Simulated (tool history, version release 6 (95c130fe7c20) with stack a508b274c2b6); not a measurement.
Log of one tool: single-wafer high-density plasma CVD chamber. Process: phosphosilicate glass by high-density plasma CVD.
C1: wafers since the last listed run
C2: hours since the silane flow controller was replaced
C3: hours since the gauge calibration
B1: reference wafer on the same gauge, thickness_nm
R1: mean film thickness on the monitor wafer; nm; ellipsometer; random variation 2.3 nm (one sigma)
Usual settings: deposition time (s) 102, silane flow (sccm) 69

Run 1, day 0: usual settings but deposition time (s) 89; C1 0; C2 3907.2; C3 1682.9; B1 627.303. Result: R1 594.639 nm.
Run 2, day 4.117: usual settings but deposition time (s) 89; C1 711; C2 4006; C3 1781.7; B1 628.254. Result: R1 593.618 nm.
Run 3, day 6.717: usual settings but deposition time (s) 89; C1 449; C2 4068.4; C3 1844.1; B1 628.045. Result: R1 591.663 nm.
Run 4, day 10.625: usual settings but silane flow (sccm) 62; C1 675; C2 4162.2; C3 1937.9; B1 628.462. Result: R1 611.785 nm.
Run 5, day 15.046: usual settings but silane flow (sccm) 62; C1 764; C2 4268.3; C3 2044; B1 628.602. Result: R1 609.747 nm.
Run 6, day 26.875: usual settings but silane flow (sccm) 62; C1 2044; C2 4552.2; C3 2327.9; B1 629.723. Result: R1 616.481 nm.
Run 7, day 31.321: usual settings; C1 768; C2 4658.9; C3 2434.6; B1 630.143. Result: R1 680.319 nm.
Run 8, day 33.558: usual settings; C1 386; C2 4712.6; C3 2488.3; B1 630.425. Result: R1 686.248 nm.
Run 9, day 35.283: usual settings; C1 298; C2 4754; C3 2529.7; B1 630.894. Result: R1 679.108 nm.
Run 10, day 38.875: usual settings; C1 620; C2 4840.2; C3 2615.9; B1 631.409. Result: R1 680.372 nm.
Run 11, day 42.071: usual settings; C1 552; C2 4916.9; C3 2692.6; B1 630.923. Result: R1 680.672 nm.
At day 44.404: silane flow controller replaced.
Run 12, day 46.346: usual settings; C1 681; C2 46.6; C3 2795.2; B1 631.468. Result: R1 685.423 nm.
Run 13, day 48.271: usual settings but silane flow (sccm) 75; C1 332; C2 92.8; C3 2841.4; B1 632.498. Result: R1 745.578 nm.
Run 14, day 52.625: usual settings but silane flow (sccm) 75; C1 752; C2 197.3; C3 2945.9; B1 631.344. Result: R1 743.595 nm.
Run 15, day 54.533: usual settings; C1 329; C2 243.1; C3 2991.7; B1 632.505. Result: R1 684.117 nm.
Run 16, day 58.529: usual settings; C1 690; C2 339; C3 3087.6; B1 633.091. Result: R1 682.751 nm.
At day 59.058: gauge calibrated.
Run 17, day 60.604: usual settings but silane flow (sccm) 75; C1 358; C2 388.8; C3 37.1; B1 620.529. Result: R1 730.48 nm.
Run 18, day 63.329: usual settings but deposition time (s) 89, silane flow (sccm) 80; C1 471; C2 454.2; C3 102.5; B1 620.99. Result: R1 675.348 nm.
Run 19, day 69.758: usual settings but deposition time (s) 112, silane flow (sccm) 80; C1 1111; C2 608.5; C3 256.8; B1 621.389. Result: R1 855.737 nm.
Run 20, day 72.696: usual settings but silane flow (sccm) 78; C1 507; C2 679; C3 327.3; B1 621.358. Result: R1 756.74 nm.
Run 21, day 76.829: usual settings but silane flow (sccm) 56; C1 714; C2 778.2; C3 426.5; B1 621.538. Result: R1 543.962 nm.
Run 22, day 80.538: usual settings but deposition time (s) 121, silane flow (sccm) 56; C1 640; C2 867.2; C3 515.5; B1 621.595. Result: R1 647.229 nm.
Run 23, day 84.804: usual settings but deposition time (s) 114; C1 737; C2 969.6; C3 617.9; B1 622.119. Result: R1 753.992 nm.
Run 24, day 86.442: usual settings but deposition time (s) 92, silane flow (sccm) 59; C1 283; C2 1008.9; C3 657.2; B1 622.353. Result: R1 522.399 nm.
Run 25, day 88.004: usual settings but deposition time (s) 95, silane flow (sccm) 60; C1 270; C2 1046.4; C3 694.7; B1 622.069. Result: R1 544.153 nm.
Run 26, day 91.875: usual settings but deposition time (s) 118, silane flow (sccm) 81; C1 669; C2 1139.3; C3 787.6; B1 623.461. Result: R1 918.625 nm.
Run 27, day 93.692: usual settings but deposition time (s) 119, silane flow (sccm) 78; C1 314; C2 1182.9; C3 831.2; B1 622.23. Result: R1 893.125 nm.
Run 28, day 97.629: usual settings; C1 680; C2 1277.4; C3 925.7; B1 623.305. Result: R1 674.468 nm.
Run 29, day 101.121: usual settings but deposition time (s) 111, silane flow (sccm) 62; C1 603; C2 1361.2; C3 1009.5; B1 624.746. Result: R1 657.395 nm.
Run 30, day 103.592: usual settings but deposition time (s) 120, silane flow (sccm) 78; C1 427; C2 1420.5; C3 1068.8; B1 624.336. Result: R1 905.032 nm.
Run 31, day 106.521: usual settings but deposition time (s) 89; C1 506; C2 1490.8; C3 1139.1; B1 623.978. Result: R1 590.544 nm.
Run 32, day 109.175: usual settings; C1 458; C2 1554.5; C3 1202.8; B1 624.808. Result: R1 676.778 nm.

Forecast each of these 3 alternatives for the next run:
Run A, day 109.192: usual settings but silane flow (sccm) 81; C1 2; C2 1554.9; C3 1203.2; B1 ?. Result: R1 ?.
Run B, day 109.192: usual settings but deposition time (s) 115; C1 2; C2 1554.9; C3 1203.2; B1 ?. Result: R1 ?.
Run C, day 109.192: usual settings but silane flow (sccm) 63; C1 2; C2 1554.9; C3 1203.2; B1 ?. Result: R1 ?.

run       B1       R1
  A  625.579   794.24
  B  625.579  763.116
  C  625.579  618.157
Without the tool's hidden state the same runs would have given:
run       R1
  A  789.497
  B  758.559
  C  614.465
